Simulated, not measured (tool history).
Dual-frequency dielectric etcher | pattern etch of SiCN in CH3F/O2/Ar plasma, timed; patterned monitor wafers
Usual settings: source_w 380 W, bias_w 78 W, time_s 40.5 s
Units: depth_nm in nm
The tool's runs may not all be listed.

run,hour,source_w,bias_w,time_s,wafers since the last listed run,hours since the last wet clean,hours since the last source power generator calibration,hours since the last bias power generator calibration,hours since the last upper electrode change,hours since the gauge calibration,"read-back reference wafer on the same gauge, depth_nm",depth_nm
1,0.0,380,78,40.5,0,253.6,4080.5,3475.8,1830.7,582.9,14.89,14.96
2,22.8,380,78,40.5,355,276.4,4103.3,3498.6,1853.5,605.7,14.91,15.16
3,49.9,380,78,40.5,422,303.5,4130.4,3525.7,1880.6,632.8,14.90,15.09
4,67.5,380,78,40.5,274,321.1,4148.0,3543.3,1898.2,650.4,14.90,15.03
5,79.5,380,78,40.5,186,333.1,4160.0,3555.3,1910.2,662.4,14.91,14.97
6,98.1,380,78,40.5,289,351.7,4178.6,3573.9,1928.8,681.0,14.90,14.95
7,122.0,380,78,40.5,372,375.6,4202.5,3597.8,1952.7,704.9,14.91,14.97
8,141.1,380,78,40.5,297,394.7,4221.6,3616.9,1971.8,724.0,14.89,14.74
# hour 187.1: upper electrode replaced
9,187.6,380,78,40.5,350,441.2,4268.1,3663.4,0.5,770.5,14.89,14.95
10,194.9,380,78,48.0,113,448.5,4275.4,3670.7,7.8,777.8,14.89,17.62
# hour 219.6: bias power generator calibrated
11,219.9,380,78,43.0,327,473.5,4300.4,0.3,32.8,802.8,14.91,15.84
# hour 237.0: gauge calibrated
12,254.1,380,78,43.0,532,507.7,4334.6,34.5,67.0,17.1,14.88,15.73
13,269.0,320,78,52.0,232,522.6,4349.5,49.4,81.9,32.0,14.89,17.72
# hour 277.0: source power generator calibrated
14,281.1,470,84,30.0,126,534.7,4.1,61.5,94.0,44.1,14.90,11.93
# hour 306.7: wet clean of the chamber
15,307.2,380,78,40.5,32,0.5,30.2,87.6,120.1,70.2,14.90,15.38
16,310.6,330,70,29.0,52,3.9,33.6,91.0,123.5,73.6,14.93,10.10
17,328.1,480,67,40.5,272,21.4,51.1,108.5,141.0,91.1,14.91,15.84
18,356.1,380,78,40.5,436,49.4,79.1,136.5,169.0,119.1,14.89,15.30
19,383.8,380,78,40.5,431,77.1,106.8,164.2,196.7,146.8,14.89,15.29
20,409.1,430,78,40.5,394,102.4,132.1,189.5,222.0,172.1,14.89,15.75
21,437.2,420,97,50.5,437,130.5,160.2,217.6,250.1,200.2,14.91,21.08
22,463.8,350,78,31.5,414,157.1,186.8,244.2,276.7,226.8,14.92,11.51
23,479.8,310,97,47.5,249,173.1,202.8,260.2,292.7,242.8,14.88,17.86
24,509.7,380,78,40.5,465,203.0,232.7,290.1,322.6,272.7,14.87,15.13
25,534.9,350,78,34.5,392,228.2,257.9,315.3,347.8,297.9,14.89,12.55
26,559.4,300,71,40.5,381,252.7,282.4,339.8,372.3,322.4,14.89,13.63
27,578.1,380,78,47.0,291,271.4,301.1,358.5,391.0,341.1,14.89,17.47
28,609.8,380,78,40.5,493,303.1,332.8,390.2,422.7,372.8,14.91,14.96
29,636.5,380,78,40.5,415,329.8,359.5,416.9,449.4,399.5,14.91,15.14

Forecast each of these 5 alternatives for the next run:
A,636.9,380,78,40.5,6,330.2,359.9,417.3,449.8,399.9,?,?
B,636.9,460,61,49.0,6,330.2,359.9,417.3,449.8,399.9,?,?
C,636.9,350,66,35.0,6,330.2,359.9,417.3,449.8,399.9,?,?
D,636.9,430,72,36.5,6,330.2,359.9,417.3,449.8,399.9,?,?
E,636.9,380,78,31.0,6,330.2,359.9,417.3,449.8,399.9,?,?

run,"read-back reference wafer on the same gauge, depth_nm",depth_nm
A,14.90,14.87
B,14.90,17.82
C,14.90,11.90
D,14.90,13.62
E,14.90,11.39
Without the tool's hidden state the same runs would have given:
run,depth_nm
A,15.35
B,18.39
C,12.28
D,14.06
E,11.75
